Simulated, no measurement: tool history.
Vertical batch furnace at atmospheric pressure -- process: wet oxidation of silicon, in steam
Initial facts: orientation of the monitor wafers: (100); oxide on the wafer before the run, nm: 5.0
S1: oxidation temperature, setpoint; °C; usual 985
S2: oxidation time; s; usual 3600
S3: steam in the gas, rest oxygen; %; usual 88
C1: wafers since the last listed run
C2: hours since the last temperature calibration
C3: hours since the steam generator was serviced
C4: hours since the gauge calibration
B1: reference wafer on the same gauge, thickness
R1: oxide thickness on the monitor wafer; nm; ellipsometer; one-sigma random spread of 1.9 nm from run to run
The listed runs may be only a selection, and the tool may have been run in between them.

run,hour,S1,S2,S3,C1,C2,C3,C4,B1,R1
1,0,985,3600,88,0,2030.7,730.7,196.7,307.76,338.76
2,8.7,985,3600,88,72,2039.4,739.4,205.4,307.41,340.87
3,28.7,985,3600,88,167,2059.4,759.4,225.4,307.72,337.49
4,44.5,985,3600,88,132,2075.2,775.2,241.2,307.9,342.93
5,61.6,985,3600,88,142,2092.3,792.3,258.3,307.65,338.05
6,76.8,985,3600,88,127,2107.5,807.5,273.5,307.82,338.6
# hour 92.5: gauge calibrated
7,98.5,985,3600,88,181,2129.2,829.2,6,308.18,339.36
8,117.4,985,3600,88,158,2148.1,848.1,24.9,307.86,336.07
9,133.3,985,3600,88,132,2164,864,40.8,307.87,340.75
10,143.3,985,3600,88,83,2174,874,50.8,307.93,340.09
11,160.5,985,3600,88,143,2191.2,891.2,68,308.2,339.87
12,176.6,985,3600,88,134,2207.3,907.3,84.1,308.45,340.57
13,184.1,985,3120,88,62,2214.8,914.8,91.6,308.3,305.7
14,192.7,985,3120,88,71,2223.4,923.4,100.2,308.06,305.36
15,207.8,985,3120,88,126,2238.5,938.5,115.3,307.65,306.98
16,216.3,985,3600,88,71,2247,947,123.8,308.42,336.89
17,232.5,985,3600,88,135,2263.2,963.2,140,308.06,341.3
18,245.8,985,3600,88,111,2276.5,976.5,153.3,308.03,339.37
19,257.9,985,3600,88,101,2288.6,988.6,165.4,307.73,339.37
20,267.8,985,5190,88,82,2298.5,998.5,175.3,308.29,439.78
21,282.3,992,2220,97,121,2313,1013,189.8,308.02,274.73
22,295.2,985,3600,88,107,2325.9,1025.9,202.7,307.78,341.46
23,314.9,985,2520,78,164,2345.6,1045.6,222.4,308.36,240.58
24,329.2,985,3600,93,119,2359.9,1059.9,236.7,308,355.1
# hour 358.5: thermocouples replaced and temperature profile calibrated
25,359,985,4950,88,48,0.5,1089.7,266.5,308.24,427.76
26,364.2,969,2130,88,43,5.7,1094.9,271.7,308,196.96
27,380.9,1007,2250,93,139,22.4,1111.6,288.4,308.2,298.98
28,396.7,985,2940,88,132,38.2,1127.4,304.2,308.21,291.85
# hour 399: gauge calibrated
# hour 421.1: steam generator serviced
29,421.6,1009,3600,84,7,63.1,0.5,22.6,307.95,393.22
30,426.8,965,3600,88,43,68.3,5.7,27.8,307.92,285.67
31,441.4,985,3600,88,122,82.9,20.3,42.4,307.78,343.02
32,455.8,977,4950,88,120,97.3,34.7,56.8,307.33,398.04
33,473.8,985,2160,88,150,115.3,52.7,74.8,307.67,231.01
34,490.8,985,3600,96,142,132.3,69.7,91.8,308.34,362.86
35,505.5,1010,4530,79,122,147,84.4,106.5,307.96,442.37
36,517.3,975,2550,88,98,158.8,96.2,118.3,308.43,239.1
37,525.2,972,2040,78,66,166.7,104.1,126.2,307.31,177.56
38,538,985,3600,88,107,179.5,116.9,139,308.15,341.03

Hidden state at the last listed run before each entry between runs and at the first one after, where it differs:
Logged between run 6 and run 7: gauge calibrated (hour 92.5)
  nothing in the hidden state changes from one run to the other
Logged between run 24 and run 25: thermocouples replaced and temperature profile calibrated (hour 358.5)
  nothing in the hidden state changes from one run to the other
Logged between run 28 and run 29: gauge calibrated (hour 399); steam generator serviced (hour 421.1)
  nothing in the hidden state changes from one run to the other
